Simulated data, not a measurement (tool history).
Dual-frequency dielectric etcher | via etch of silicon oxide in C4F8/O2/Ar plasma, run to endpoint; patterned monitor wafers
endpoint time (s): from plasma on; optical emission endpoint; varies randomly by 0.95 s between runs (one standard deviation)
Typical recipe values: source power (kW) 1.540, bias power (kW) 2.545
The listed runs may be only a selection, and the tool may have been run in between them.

run   hour  source power (kW)  bias power (kW)  incoming incoming film thickness, nm  endpoint time (s)
  1    0.0              1.540            2.545                                 966.6              207.7
  2   12.3              1.540            2.796                                 961.3              198.0
      40.7  -- wet clean of the chamber
  3   41.2              1.540            2.796                                 963.8              189.3
  4   53.4              1.540            2.796                                 965.1              189.5
  5   86.1              1.360            2.545                                 966.5              208.1
     113.0  -- upper electrode replaced
  6  113.5              1.360            2.545                                 968.9              207.7
  7  132.6              1.360            2.545                                 972.4              209.0
  8  153.4              1.540            2.545                                 970.7              201.0
  9  166.3              1.540            2.545                                 964.4              200.7
     185.9  -- source power generator calibrated
 10  189.6              1.540            2.545                                 956.7              201.2
 11  206.6              1.540            2.545                                 966.5              202.9
 12  221.9              1.540            2.545                                 968.3              201.4
 13  249.5              1.540            2.545                                 973.4              203.9
 14  276.0              1.310            1.910                                 978.1              245.8
 15  292.1              1.540            2.545                                 967.5              203.5
 16  308.7              1.410            1.983                                 963.1              233.2
 17  332.0              1.820            2.774                                 967.7              185.5
 18  367.2              1.230            3.116                                 972.7              202.2
 19  401.9              1.280            2.220                                 969.2              232.8
 20  422.2              1.540            2.545                                 970.4              207.9
 21  455.2              1.540            2.545                                 964.3              205.7

What does the tool deliver on the next run?
 22  484.8              1.740            1.953                                 970.2                  ?

{"run 22": {"endpoint time (s)": 226.0}}
Had the tool carried no hidden state, the very same run would have given endpoint time (s) 214.5.
